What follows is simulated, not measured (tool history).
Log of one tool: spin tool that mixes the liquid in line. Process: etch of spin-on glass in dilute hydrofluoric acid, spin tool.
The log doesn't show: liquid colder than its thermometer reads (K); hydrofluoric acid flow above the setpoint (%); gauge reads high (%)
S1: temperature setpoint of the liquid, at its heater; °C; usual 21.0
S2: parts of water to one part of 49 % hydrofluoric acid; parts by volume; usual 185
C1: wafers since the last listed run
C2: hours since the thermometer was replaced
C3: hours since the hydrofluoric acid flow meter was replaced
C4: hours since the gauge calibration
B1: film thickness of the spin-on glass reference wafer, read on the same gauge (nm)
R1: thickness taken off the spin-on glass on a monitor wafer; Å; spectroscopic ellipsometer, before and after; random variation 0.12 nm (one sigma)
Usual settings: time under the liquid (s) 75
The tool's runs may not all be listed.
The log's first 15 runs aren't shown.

{"run": 16, "hour": 317.5, "S1": 21.0, "S2": 185, "time under the liquid (s)": 75, "C1": 165, "C2": 1945.1, "C3": 167.8, "C4": 1224.3, "B1": 66.86, "R1": 201.5}
{"run": 17, "hour": 350.6, "S1": 24.5, "S2": 100, "time under the liquid (s)": 75, "C1": 266, "C2": 1978.2, "C3": 200.9, "C4": 1257.4, "B1": 66.85, "R1": 470.8}
{"run": 18, "hour": 368.7, "S1": 22.5, "S2": 100, "time under the liquid (s)": 35, "C1": 145, "C2": 1996.3, "C3": 219.0, "C4": 1275.5, "B1": 66.81, "R1": 203.9}
{"run": 19, "hour": 387.0, "S1": 21.0, "S2": 185, "time under the liquid (s)": 75, "C1": 147, "C2": 2014.6, "C3": 237.3, "C4": 1293.8, "B1": 66.84, "R1": 202.8}
{"run": 20, "hour": 422.5, "S1": 21.0, "S2": 125, "time under the liquid (s)": 75, "C1": 285, "C2": 2050.1, "C3": 272.8, "C4": 1329.3, "B1": 66.81, "R1": 318.6}
{"run": 21, "hour": 529.4, "S1": 21.0, "S2": 185, "time under the liquid (s)": 65, "C1": 860, "C2": 2157.0, "C3": 379.7, "C4": 1436.2, "B1": 66.77, "R1": 176.0}
{"run": 22, "hour": 547.6, "S1": 19.5, "S2": 120, "time under the liquid (s)": 115, "C1": 146, "C2": 2175.2, "C3": 397.9, "C4": 1454.4, "B1": 66.75, "R1": 485.9}
{"hour": 556.7, "done": "thermometer replaced"}
{"hour": 569.1, "done": "gauge calibrated"}
{"run": 23, "hour": 569.4, "S1": 21.0, "S2": 120, "time under the liquid (s)": 90, "C1": 167, "C2": 12.7, "C3": 419.7, "C4": 0.3, "B1": 70.46, "R1": 421.8}

Forecast run 24:
{"run": 24, "hour": 581.7, "S1": 23.5, "S2": 250, "time under the liquid (s)": 75, "C1": 99, "C2": 25.0, "C3": 432.0, "C4": 12.6, "B1": "?", "R1": "?"}

{"run 24": {"B1": 70.36, "R1": 162.1}}
Without the tool's hidden state the same run would have given R1 161.3 Å.
